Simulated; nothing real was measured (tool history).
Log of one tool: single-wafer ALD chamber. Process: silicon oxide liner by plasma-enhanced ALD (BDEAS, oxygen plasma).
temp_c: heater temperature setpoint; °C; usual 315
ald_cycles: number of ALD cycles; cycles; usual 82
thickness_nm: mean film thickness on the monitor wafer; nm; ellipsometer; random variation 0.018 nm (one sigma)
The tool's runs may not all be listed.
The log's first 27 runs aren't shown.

run	hour	temp_c	ald_cycles	read-back reference wafer on the same gauge, thickness_nm	thickness_nm
28	682.6	315	82	6.399	7.327
29	714.4	326	82	6.402	7.195
30	738.3	315	69	6.407	6.142
31	769.4	327	98	6.407	8.555
32	799.7	315	72	6.398	6.415
33	821.9	304	82	6.395	7.424
34	842.6	308	66	6.405	5.928
35	915.9	323	89	6.408	7.831
36	932.1	326	67	6.409	5.881
37	967.8	324	78	6.397	6.877

Run 38 comes next. What will it give?
38	983.9	306	75	?	?

{"run 38": {"read-back reference wafer on the same gauge, thickness_nm": 6.402, "thickness_nm": 6.749}}
Without the tool's hidden state the same run would have given thickness_nm 6.749 nm.
